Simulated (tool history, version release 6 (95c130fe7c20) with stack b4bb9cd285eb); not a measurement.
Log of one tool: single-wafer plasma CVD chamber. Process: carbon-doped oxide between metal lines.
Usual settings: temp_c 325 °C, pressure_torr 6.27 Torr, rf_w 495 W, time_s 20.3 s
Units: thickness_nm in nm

run	hour	temp_c	pressure_torr	rf_w	time_s	wafers since the last listed run	hours since the last thermocouple change	hours since the last RF generator calibration	hours since the last manometer calibration	hours since the showerhead was replaced	hours since the gauge calibration	read-back reference wafer on the same gauge, thickness_nm	thickness_nm
1	0.0	325	6.27	495	20.3	0	1484.9	657.2	1928.2	2645.6	863.2	129.982	106.974
2	27.9	325	6.27	495	20.3	640	1512.8	685.1	1956.1	2673.5	891.1	129.974	107.157
# hour 44.9: showerhead replaced, of another model than before
3	54.6	325	6.27	495	20.3	429	1539.5	711.8	1982.8	9.7	917.8	129.934	106.188
4	68.8	325	6.27	420	20.3	325	1553.7	726.0	1997.0	23.9	932.0	129.968	100.309
5	86.8	325	6.27	495	20.3	413	1571.7	744.0	2015.0	41.9	950.0	129.957	106.576
# hour 108.7: capacitance manometer re-zeroed and calibrated
6	109.2	325	6.27	495	20.3	330	1594.1	766.4	0.5	64.3	972.4	129.988	106.208
7	134.5	335	4.82	495	20.3	580	1619.4	791.7	25.8	89.6	997.7	130.042	96.229
8	152.6	329	4.90	495	20.3	415	1637.5	809.8	43.9	107.7	1015.8	130.057	98.135
9	210.6	325	6.27	590	22.5	1330	1695.5	867.8	101.9	165.7	1073.8	129.982	126.381
10	241.3	311	7.56	495	23.4	704	1726.2	898.5	132.6	196.4	1104.5	130.030	132.906
11	255.8	325	6.27	425	20.3	332	1740.7	913.0	147.1	210.9	1119.0	130.126	100.914
12	272.9	319	7.31	495	20.3	392	1757.8	930.1	164.2	228.0	1136.1	130.016	111.263
13	295.7	325	6.27	495	20.3	523	1780.6	952.9	187.0	250.8	1158.9	129.969	106.939
14	327.1	325	7.07	555	17.2	720	1812.0	984.3	218.4	282.2	1190.3	129.971	96.014
# hour 365.6: thermocouple changed; heater temperature recalibrated
15	366.1	316	6.96	440	19.2	711	0.5	1023.3	257.4	321.2	1229.3	130.067	104.904
# hour 391.5: RF generator calibrated
16	392.0	325	6.27	495	20.3	410	26.4	0.5	283.3	347.1	1255.2	130.001	109.635
# hour 401.3: gauge calibrated
17	405.6	325	6.27	545	21.8	312	40.0	14.1	296.9	360.7	4.3	129.973	121.393
18	441.4	311	7.56	495	23.4	821	75.8	49.9	332.7	396.5	40.1	130.048	136.443
19	456.6	313	7.41	575	20.3	348	91.0	65.1	347.9	411.7	55.3	130.051	124.728
20	481.1	338	5.83	445	22.7	562	115.5	89.6	372.4	436.2	79.8	130.085	109.977
21	505.6	325	6.27	495	20.3	562	140.0	114.1	396.9	460.7	104.3	129.933	109.188
22	520.2	325	7.02	495	20.3	335	154.6	128.7	411.5	475.3	118.9	130.062	109.992
23	540.2	315	7.31	495	20.3	458	174.6	148.7	431.5	495.3	138.9	130.086	116.221
24	570.0	333	7.06	585	24.1	683	204.4	178.5	461.3	525.1	168.7	130.068	135.140
25	582.9	325	6.27	495	20.3	296	217.3	191.4	474.2	538.0	181.6	129.983	108.843
26	618.9	311	6.27	430	21.7	826	253.3	227.4	510.2	574.0	217.6	129.939	118.318
27	649.1	336	6.27	495	24.1	692	283.5	257.6	540.4	604.2	247.8	129.990	123.681
28	681.8	325	6.27	495	21.7	750	316.2	290.3	573.1	636.9	280.5	130.096	115.395

Take each entry between the runs: how does the hidden state at the last listed run before it differ from the hidden state at the first listed run after it?
Runs 2 to 3: showerhead replaced, of another model than before (hour 44.9)
  wafer temperature above the value expected at the setpoint (K): 6.73 -> 6.75
  the result without the hidden state subtracted from the measured one, thickness_nm: -2.946 -> -2.928 nm
Runs 5 to 6: capacitance manometer re-zeroed and calibrated (hour 108.7)
  wafer temperature above the value expected at the setpoint (K): 6.77 -> 6.79
  the result without the hidden state subtracted from the measured one, thickness_nm: -2.948 -> -2.944 nm
Runs 14 to 15: thermocouple changed; heater temperature recalibrated (hour 365.6)
  wafer temperature above the value expected at the setpoint (K): 6.91 -> -0.331
  the result without the hidden state subtracted from the measured one, thickness_nm: -2.708 -> +0.165 nm
Runs 15 to 16: RF generator calibrated (hour 391.5)
  wafer temperature above the value expected at the setpoint (K): -0.331 -> -0.0498
  the result without the hidden state subtracted from the measured one, thickness_nm: +0.165 -> +0.022 nm
Runs 16 to 17: gauge calibrated (hour 401.3)
  wafer temperature above the value expected at the setpoint (K): -0.0498 -> 0.0929
  the result without the hidden state subtracted from the measured one, thickness_nm: +0.022 -> -0.047 nm

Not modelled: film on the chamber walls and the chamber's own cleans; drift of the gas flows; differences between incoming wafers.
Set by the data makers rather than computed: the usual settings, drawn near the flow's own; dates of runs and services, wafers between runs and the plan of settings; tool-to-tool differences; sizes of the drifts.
